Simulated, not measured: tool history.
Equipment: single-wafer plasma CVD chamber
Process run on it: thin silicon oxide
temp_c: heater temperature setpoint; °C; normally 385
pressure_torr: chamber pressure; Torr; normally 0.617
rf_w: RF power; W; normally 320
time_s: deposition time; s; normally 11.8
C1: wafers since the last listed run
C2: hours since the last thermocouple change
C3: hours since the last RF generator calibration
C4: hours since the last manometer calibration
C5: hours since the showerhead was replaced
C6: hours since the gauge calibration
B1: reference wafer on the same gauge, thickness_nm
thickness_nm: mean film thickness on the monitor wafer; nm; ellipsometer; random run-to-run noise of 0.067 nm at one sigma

run 1 hour=0.0 | temp_c=385 pressure_torr=0.509 rf_w=320 time_s=11.8 | C1=0 C2=1780.8 C3=1015.3 C4=2682.1 C5=7259.5 C6=256.9 | B1=21.487 | thickness_nm=17.090
run 2 hour=31.9 | temp_c=385 pressure_torr=0.617 rf_w=320 time_s=11.8 | C1=912 C2=1812.7 C3=1047.2 C4=2714.0 C5=7291.4 C6=288.8 | B1=21.503 | thickness_nm=20.777
run 3 hour=65.3 | temp_c=385 pressure_torr=0.617 rf_w=320 time_s=11.8 | C1=955 C2=1846.1 C3=1080.6 C4=2747.4 C5=7324.8 C6=322.2 | B1=21.514 | thickness_nm=20.751
run 4 hour=82.1 | temp_c=385 pressure_torr=0.617 rf_w=320 time_s=11.8 | C1=480 C2=1862.9 C3=1097.4 C4=2764.2 C5=7341.6 C6=339.0 | B1=21.517 | thickness_nm=20.725
run 5 hour=107.9 | temp_c=385 pressure_torr=0.617 rf_w=320 time_s=11.8 | C1=738 C2=1888.7 C3=1123.2 C4=2790.0 C5=7367.4 C6=364.8 | B1=21.510 | thickness_nm=20.856
run 6 hour=141.5 | temp_c=385 pressure_torr=0.617 rf_w=320 time_s=13.0 | C1=961 C2=1922.3 C3=1156.8 C4=2823.6 C5=7401.0 C6=398.4 | B1=21.501 | thickness_nm=23.077
-- hour=171.3 RF generator calibrated
run 7 hour=172.3 | temp_c=385 pressure_torr=0.617 rf_w=320 time_s=13.0 | C1=652 C2=1953.1 C3=1.0 C4=2854.4 C5=7431.8 C6=429.2 | B1=21.498 | thickness_nm=23.025
run 8 hour=196.3 | temp_c=395 pressure_torr=0.617 rf_w=320 time_s=11.8 | C1=686 C2=1977.1 C3=25.0 C4=2878.4 C5=7455.8 C6=453.2 | B1=21.508 | thickness_nm=20.886
-- hour=215.2 gauge calibrated
run 9 hour=227.8 | temp_c=385 pressure_torr=0.617 rf_w=320 time_s=11.8 | C1=901 C2=2008.6 C3=56.5 C4=2909.9 C5=7487.3 C6=12.6 | B1=21.494 | thickness_nm=20.925
run 10 hour=243.3 | temp_c=385 pressure_torr=0.617 rf_w=320 time_s=11.8 | C1=443 C2=2024.1 C3=72.0 C4=2925.4 C5=7502.8 C6=28.1 | B1=21.503 | thickness_nm=21.050
-- hour=263.9 showerhead replaced
-- hour=270.1 capacitance manometer re-zeroed and calibrated
run 11 hour=276.0 | temp_c=393 pressure_torr=0.617 rf_w=275 time_s=11.8 | C1=529 C2=2056.8 C3=104.7 C4=5.9 C5=12.1 C6=60.8 | B1=21.493 | thickness_nm=17.768
run 12 hour=295.4 | temp_c=385 pressure_torr=0.617 rf_w=355 time_s=11.8 | C1=555 C2=2076.2 C3=124.1 C4=25.3 C5=31.5 C6=80.2 | B1=21.505 | thickness_nm=19.939
run 13 hour=317.2 | temp_c=385 pressure_torr=0.572 rf_w=265 time_s=11.8 | C1=623 C2=2098.0 C3=145.9 C4=47.1 C5=53.3 C6=102.0 | B1=21.508 | thickness_nm=16.282
run 14 hour=331.2 | temp_c=385 pressure_torr=0.617 rf_w=320 time_s=11.8 | C1=400 C2=2112.0 C3=159.9 C4=61.1 C5=67.3 C6=116.0 | B1=21.498 | thickness_nm=19.074
run 15 hour=350.9 | temp_c=385 pressure_torr=0.617 rf_w=300 time_s=11.8 | C1=563 C2=2131.7 C3=179.6 C4=80.8 C5=87.0 C6=135.7 | B1=21.487 | thickness_nm=18.605
-- hour=390.7 thermocouple changed; heater temperature recalibrated
run 16 hour=391.2 | temp_c=385 pressure_torr=0.617 rf_w=320 time_s=10.2 | C1=924 C2=0.5 C3=219.9 C4=121.1 C5=127.3 C6=176.0 | B1=21.501 | thickness_nm=16.563
run 17 hour=418.1 | temp_c=385 pressure_torr=0.617 rf_w=280 time_s=11.8 | C1=769 C2=27.4 C3=246.8 C4=148.0 C5=154.2 C6=202.9 | B1=21.529 | thickness_nm=18.056
run 18 hour=438.9 | temp_c=385 pressure_torr=0.617 rf_w=320 time_s=11.8 | C1=595 C2=48.2 C3=267.6 C4=168.8 C5=175.0 C6=223.7 | B1=21.494 | thickness_nm=19.203
run 19 hour=468.6 | temp_c=393 pressure_torr=0.617 rf_w=275 time_s=11.8 | C1=849 C2=77.9 C3=297.3 C4=198.5 C5=204.7 C6=253.4 | B1=21.504 | thickness_nm=17.700
run 20 hour=491.9 | temp_c=395 pressure_torr=0.617 rf_w=370 time_s=13.8 | C1=666 C2=101.2 C3=320.6 C4=221.8 C5=228.0 C6=276.7 | B1=21.502 | thickness_nm=23.567

Hidden state or all else? Some run-to-run changes of thickness_nm, split into what the settings, what came in and random variation would give without the hidden state, and what is left for the hidden state (with any gauge scatter that isn't in both results):
The hidden state here: wafer temperature above the value expected at the setpoint (K); delivered RF power above the setpoint (%); true pressure above the setpoint (%); gauge reads high (%).
Run 1 -> 2: pressure_torr 0.509 -> 0.617. thickness_nm +3.687 nm: hidden state +0.289, all else +3.398.
Run 10 -> 11: temp_c 385 -> 393, rf_w 320 -> 275, showerhead replaced, capacitance manometer re-zeroed and calibrated. thickness_nm -3.282 nm: hidden state -1.885, all else -1.397.
Run 19 -> 20: temp_c 393 -> 395, rf_w 275 -> 370, time_s 11.8 -> 13.8. thickness_nm +5.867 nm: hidden state +0.043, all else +5.824.
